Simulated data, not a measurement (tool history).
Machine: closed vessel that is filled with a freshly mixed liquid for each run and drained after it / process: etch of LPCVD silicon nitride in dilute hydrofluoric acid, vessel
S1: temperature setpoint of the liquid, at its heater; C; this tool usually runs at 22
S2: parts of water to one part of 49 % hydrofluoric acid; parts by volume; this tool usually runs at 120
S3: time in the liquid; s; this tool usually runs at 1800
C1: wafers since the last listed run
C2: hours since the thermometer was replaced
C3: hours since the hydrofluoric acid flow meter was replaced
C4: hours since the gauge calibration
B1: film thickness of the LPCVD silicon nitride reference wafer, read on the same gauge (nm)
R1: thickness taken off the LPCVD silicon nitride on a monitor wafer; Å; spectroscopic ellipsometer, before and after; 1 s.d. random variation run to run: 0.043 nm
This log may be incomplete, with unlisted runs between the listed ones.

run 1 hour=0 | S1=22 S2=105 S3=1800 | C1=0 C2=140.9 C3=197.5 C4=576.4 | B1=120.02 | R1=63.5
run 2 hour=53.1 | S1=22 S2=105 S3=1800 | C1=1423 C2=194 C3=250.6 C4=629.5 | B1=119.98 | R1=63.2
run 3 hour=139.5 | S1=22 S2=105 S3=1800 | C1=2316 C2=280.4 C3=337 C4=715.9 | B1=120.04 | R1=63.4
run 4 hour=239.6 | S1=22 S2=120 S3=1800 | C1=2684 C2=380.5 C3=437.1 C4=816 | B1=120.03 | R1=55.1
run 5 hour=328.8 | S1=22 S2=120 S3=1800 | C1=2391 C2=469.7 C3=526.3 C4=905.2 | B1=119.99 | R1=56.3
run 6 hour=431.4 | S1=22 S2=120 S3=1800 | C1=2751 C2=572.3 C3=628.9 C4=1007.8 | B1=119.98 | R1=56.1
run 7 hour=535.4 | S1=22 S2=120 S3=1180 | C1=2788 C2=676.3 C3=732.9 C4=1111.8 | B1=119.99 | R1=36.3
run 8 hour=622.3 | S1=22 S2=120 S3=1180 | C1=2330 C2=763.2 C3=819.8 C4=1198.7 | B1=120.01 | R1=37.2
run 9 hour=681.1 | S1=24 S2=120 S3=1800 | C1=1576 C2=822 C3=878.6 C4=1257.5 | B1=120.03 | R1=64
run 10 hour=786.5 | S1=24 S2=120 S3=1800 | C1=2826 C2=927.4 C3=984 C4=1362.9 | B1=119.98 | R1=64
run 11 hour=829.1 | S1=22 S2=120 S3=1800 | C1=1142 C2=970 C3=1026.6 C4=1405.5 | B1=120.02 | R1=56.2
-- hour=875.5 thermometer replaced
-- hour=908.1 gauge calibrated
run 12 hour=909.9 | S1=22 S2=120 S3=1800 | C1=2139 C2=34.4 C3=1107.4 C4=1.8 | B1=120.03 | R1=55.4
run 13 hour=1027.8 | S1=22 S2=120 S3=2510 | C1=3161 C2=152.3 C3=1225.3 C4=119.7 | B1=119.99 | R1=77.4
run 14 hour=1083.7 | S1=22 S2=120 S3=2510 | C1=1498 C2=208.2 C3=1281.2 C4=175.6 | B1=119.99 | R1=77
run 15 hour=1160.2 | S1=27 S2=80 S3=2865 | C1=2051 C2=284.7 C3=1357.7 C4=252.1 | B1=120 | R1=184.6
run 16 hour=1206.6 | S1=22 S2=120 S3=2785 | C1=1244 C2=331.1 C3=1404.1 C4=298.5 | B1=120 | R1=86.3
run 17 hour=1260.3 | S1=22 S2=120 S3=1800 | C1=1439 C2=384.8 C3=1457.8 C4=352.2 | B1=119.97 | R1=56.2
run 18 hour=1320.6 | S1=22 S2=120 S3=865 | C1=1616 C2=445.1 C3=1518.1 C4=412.5 | B1=120.03 | R1=26.7
run 19 hour=1362.4 | S1=22 S2=95 S3=1460 | C1=1120 C2=486.9 C3=1559.9 C4=454.3 | B1=119.99 | R1=57.3
run 20 hour=1416.7 | S1=19.5 S2=145 S3=1030 | C1=1456 C2=541.2 C3=1614.2 C4=508.6 | B1=120.02 | R1=22.5
run 21 hour=1705.8 | S1=24.5 S2=170 S3=1800 | C1=7752 C2=830.3 C3=1903.3 C4=797.7 | B1=119.99 | R1=46.3
-- hour=1784.5 hydrofluoric acid flow meter replaced
run 22 hour=1792.2 | S1=22 S2=120 S3=1800 | C1=2289 C2=916.7 C3=7.7 C4=884.1 | B1=119.99 | R1=55.6
-- hour=1836.2 thermometer replaced
run 23 hour=2076.3 | S1=25 S2=70 S3=1210 | C1=7591 C2=240.1 C3=291.8 C4=1168.2 | B1=120 | R1=77.9

What will run 24 give?
run 24 hour=2172 | S1=22 S2=120 S3=1800 | C1=2566 C2=335.8 C3=387.5 C4=1263.9 | B1=? | R1=?

B1: 119.98
R1: 55.8 Å
With the hidden condition absent and the run-to-run variation left alone, this run would have shown R1 55.8 Å.

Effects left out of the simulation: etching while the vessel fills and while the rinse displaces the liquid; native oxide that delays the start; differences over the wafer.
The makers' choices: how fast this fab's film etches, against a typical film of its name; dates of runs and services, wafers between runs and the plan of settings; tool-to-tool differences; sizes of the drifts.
